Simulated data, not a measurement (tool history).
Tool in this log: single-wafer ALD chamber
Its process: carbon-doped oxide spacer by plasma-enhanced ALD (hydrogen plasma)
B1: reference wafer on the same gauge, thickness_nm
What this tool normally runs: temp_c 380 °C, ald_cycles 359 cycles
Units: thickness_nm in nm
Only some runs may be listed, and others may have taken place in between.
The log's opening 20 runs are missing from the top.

{"run": 21, "hour": 565.8, "temp_c": 380, "ald_cycles": 359, "B1": 15.496, "thickness_nm": 17.215}
{"run": 22, "hour": 583.9, "temp_c": 376, "ald_cycles": 300, "B1": 15.501, "thickness_nm": 14.383}
{"run": 23, "hour": 611.2, "temp_c": 391, "ald_cycles": 324, "B1": 15.505, "thickness_nm": 15.573}
{"run": 24, "hour": 642.4, "temp_c": 375, "ald_cycles": 303, "B1": 15.502, "thickness_nm": 14.565}
{"hour": 645.3, "done": "gauge calibrated"}
{"run": 25, "hour": 675.4, "temp_c": 374, "ald_cycles": 359, "B1": 15.502, "thickness_nm": 17.239}
{"run": 26, "hour": 707.5, "temp_c": 369, "ald_cycles": 381, "B1": 15.514, "thickness_nm": 18.384}
{"run": 27, "hour": 726.9, "temp_c": 387, "ald_cycles": 359, "B1": 15.491, "thickness_nm": 17.215}
{"run": 28, "hour": 758.8, "temp_c": 373, "ald_cycles": 359, "B1": 15.495, "thickness_nm": 17.231}
{"run": 29, "hour": 772.6, "temp_c": 375, "ald_cycles": 334, "B1": 15.509, "thickness_nm": 16.028}
{"run": 30, "hour": 798.1, "temp_c": 390, "ald_cycles": 317, "B1": 15.499, "thickness_nm": 15.264}
{"hour": 810.4, "done": "thermocouple changed; heater temperature recalibrated"}
{"run": 31, "hour": 831.1, "temp_c": 389, "ald_cycles": 306, "B1": 15.492, "thickness_nm": 14.633}
{"run": 32, "hour": 858.6, "temp_c": 369, "ald_cycles": 381, "B1": 15.491, "thickness_nm": 18.282}
{"run": 33, "hour": 871.6, "temp_c": 380, "ald_cycles": 359, "B1": 15.505, "thickness_nm": 17.278}
{"run": 34, "hour": 890.0, "temp_c": 385, "ald_cycles": 388, "B1": 15.496, "thickness_nm": 18.615}
{"run": 35, "hour": 916.5, "temp_c": 376, "ald_cycles": 359, "B1": 15.484, "thickness_nm": 17.27}
{"run": 36, "hour": 931.3, "temp_c": 388, "ald_cycles": 378, "B1": 15.511, "thickness_nm": 18.139}
{"run": 37, "hour": 952.8, "temp_c": 387, "ald_cycles": 315, "B1": 15.497, "thickness_nm": 15.108}
{"run": 38, "hour": 977.4, "temp_c": 388, "ald_cycles": 300, "B1": 15.503, "thickness_nm": 14.454}
{"run": 39, "hour": 994.5, "temp_c": 380, "ald_cycles": 359, "B1": 15.499, "thickness_nm": 17.235}
{"run": 40, "hour": 1008.9, "temp_c": 373, "ald_cycles": 406, "B1": 15.505, "thickness_nm": 19.531}
{"run": 41, "hour": 1024.4, "temp_c": 380, "ald_cycles": 359, "B1": 15.493, "thickness_nm": 17.252}
{"run": 42, "hour": 1047.8, "temp_c": 380, "ald_cycles": 391, "B1": 15.502, "thickness_nm": 18.725}

Predict each of these 3 candidate next runs independently; none follows another, all start after run 42:
{"run": "A", "hour": 1048.7, "temp_c": 380, "ald_cycles": 359, "B1": "?", "thickness_nm": "?"}
{"run": "B", "hour": 1048.7, "temp_c": 380, "ald_cycles": 425, "B1": "?", "thickness_nm": "?"}
{"run": "C", "hour": 1048.7, "temp_c": 391, "ald_cycles": 384, "B1": "?", "thickness_nm": "?"}

run=A B1=15.512 thickness_nm=17.244
run=B B1=15.512 thickness_nm=20.414
run=C B1=15.512 thickness_nm=18.444
With no hidden state in the tool, these same runs would have given:
run=A thickness_nm=17.244
run=B thickness_nm=20.414
run=C thickness_nm=18.444
